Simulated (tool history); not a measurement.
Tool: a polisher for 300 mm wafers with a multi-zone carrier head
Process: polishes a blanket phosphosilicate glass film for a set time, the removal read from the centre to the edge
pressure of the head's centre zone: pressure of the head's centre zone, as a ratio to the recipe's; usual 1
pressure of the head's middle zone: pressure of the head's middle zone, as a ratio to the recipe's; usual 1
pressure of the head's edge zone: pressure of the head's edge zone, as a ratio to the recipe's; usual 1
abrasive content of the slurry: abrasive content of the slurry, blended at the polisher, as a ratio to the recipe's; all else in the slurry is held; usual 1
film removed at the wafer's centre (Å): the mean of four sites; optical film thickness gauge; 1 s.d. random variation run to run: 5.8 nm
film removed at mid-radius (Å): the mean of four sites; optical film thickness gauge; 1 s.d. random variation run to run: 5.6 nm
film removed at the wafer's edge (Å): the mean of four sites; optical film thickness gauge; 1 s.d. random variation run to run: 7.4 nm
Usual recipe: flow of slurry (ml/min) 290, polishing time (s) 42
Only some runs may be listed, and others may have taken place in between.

| run | hour | flow of slurry (ml/min) | pressure of the head's centre zone | pressure of the head's middle zone | pressure of the head's edge zone | abrasive content of the slurry | polishing time (s) | incoming thickness of the incoming film, nm | film removed at the wafer's centre (Å) | film removed at mid-radius (Å) | film removed at the wafer's edge (Å) |
|---|---|---|---|---|---|---|---|---|---|---|---|
| 1 | 0 | 290 | 1 | 1 | 0.96 | 1 | 42 | 3211.3 | 4744 | 4746 | 4775 |
|  | 13.5 | carrier head's membrane replaced by a new one |
|  | 21.7 | edge zone pressure recalibrated |
| 2 | 35.2 | 290 | 1 | 1 | 1 | 1 | 33 | 3246.2 | 3622 | 3613 | 3829 |
| 3 | 55 | 290 | 1 | 1 | 1 | 1 | 42 | 3304.9 | 4515 | 4571 | 4700 |
|  | 74.9 | slurry nozzle cleaned |
| 4 | 75.7 | 290 | 1 | 1 | 1 | 1.2 | 42 | 3289.8 | 4996 | 5088 | 5032 |
| 5 | 104.7 | 330 | 1.06 | 1 | 1 | 1 | 37 | 3234.1 | 4123 | 4027 | 4198 |
| 6 | 119.5 | 290 | 1 | 1 | 1 | 1 | 49 | 3306.2 | 5222 | 5334 | 5468 |
|  | 139.4 | worn pad replaced by a new one |
| 7 | 154.2 | 290 | 1 | 1 | 1 | 1 | 47 | 3284.2 | 5222 | 5354 | 5512 |
| 8 | 178.5 | 230 | 1 | 1 | 1 | 1 | 53 | 3224.8 | 5643 | 5685 | 5818 |
| 9 | 205.8 | 290 | 1 | 1 | 1 | 1 | 42 | 3260.7 | 4560 | 4500 | 4558 |
| 10 | 222.6 | 290 | 1 | 1 | 1 | 1.2 | 42 | 3265 | 5066 | 5103 | 5033 |
| 11 | 254.1 | 290 | 0.92 | 1 | 1.06 | 1 | 56 | 3247.9 | 5426 | 5946 | 6377 |
|  | 301.7 | worn pad replaced by a new one |
| 12 | 304.3 | 290 | 1 | 1 | 1 | 1 | 42 | 3197.6 | 4813 | 4765 | 4948 |
| 13 | 330.7 | 370 | 1 | 1 | 1 | 1 | 42 | 3315.8 | 4909 | 4829 | 4960 |

Forecast run 14:
| 14 | 352.1 | 290 | 1 | 1 | 1 | 1 | 38 | 3232.7 | ? | ? | ? |

Run 14 yielded film removed at the wafer's centre (Å) 4128, film removed at mid-radius (Å) 4146, film removed at the wafer's edge (Å) 4359.
Take away the tool's hidden state, keep the run-to-run variation as it was, and the same run would have given film removed at the wafer's centre (Å) 4342, film removed at mid-radius (Å) 4361, film removed at the wafer's edge (Å) 4585.

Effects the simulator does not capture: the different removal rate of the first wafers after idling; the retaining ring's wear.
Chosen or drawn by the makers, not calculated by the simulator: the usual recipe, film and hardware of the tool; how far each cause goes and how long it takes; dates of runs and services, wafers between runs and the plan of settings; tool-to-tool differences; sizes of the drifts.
